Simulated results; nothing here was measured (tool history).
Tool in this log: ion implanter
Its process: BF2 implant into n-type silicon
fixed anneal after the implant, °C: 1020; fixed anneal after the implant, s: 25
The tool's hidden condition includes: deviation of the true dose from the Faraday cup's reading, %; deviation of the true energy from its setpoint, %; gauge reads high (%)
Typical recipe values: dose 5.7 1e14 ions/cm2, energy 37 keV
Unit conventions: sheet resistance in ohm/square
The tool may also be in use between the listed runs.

run,hour,dose,energy,wafers since the last listed run,hours since the last dose calibration,hours since the extraction supply was calibrated,hours since the gauge calibration,"read-back reference wafer on the same gauge, sheet resistance",sheet resistance
1,0,6.91,37,0,1806.6,5493.7,55.1,241.89,174.3
2,20.9,5.7,37,450,1827.5,5514.6,76,241.99,203.34
3,38.7,5.7,37,384,1845.3,5532.4,93.8,242.02,203.25
4,55.3,5.7,37,358,1861.9,5549,110.4,241.99,203.21
5,69.8,4.46,37,312,1876.4,5563.5,124.9,242.03,250.09
6,77.9,4.46,37,174,1884.5,5571.6,133,241.96,249.86
7,89.8,4.46,37,256,1896.4,5583.5,144.9,242.03,249.96
8,110.7,5.7,37,450,1917.3,5604.4,165.8,241.92,203.07
9,121.9,5.7,37,241,1928.5,5615.6,177,241.89,203.25
# hour 133.7: gauge calibrated
10,139.1,5.7,37,371,1945.7,5632.8,5.4,241.96,203.58
11,153.3,5.7,32,306,1959.9,5647,19.6,241.93,207.29
12,171.1,5.7,37,384,1977.7,5664.8,37.4,241.93,203.37
# hour 186.3: Faraday cup replaced and dose calibrated
13,186.8,7.08,32.5,166,0.5,5680.5,53.1,242.16,182.2
14,197,5.7,37,220,10.7,5690.7,63.3,241.93,213.01

The next listed run, before its measurement:
15,207.2,6.3,29,220,20.9,5700.9,73.5,?,?

{"run 15": {"read-back reference wafer on the same gauge, sheet resistance": 242.1, "sheet resistance": 202.32}}
Had the tool carried no hidden state, the very same run would have given sheet resistance 202.06 ohm/square.
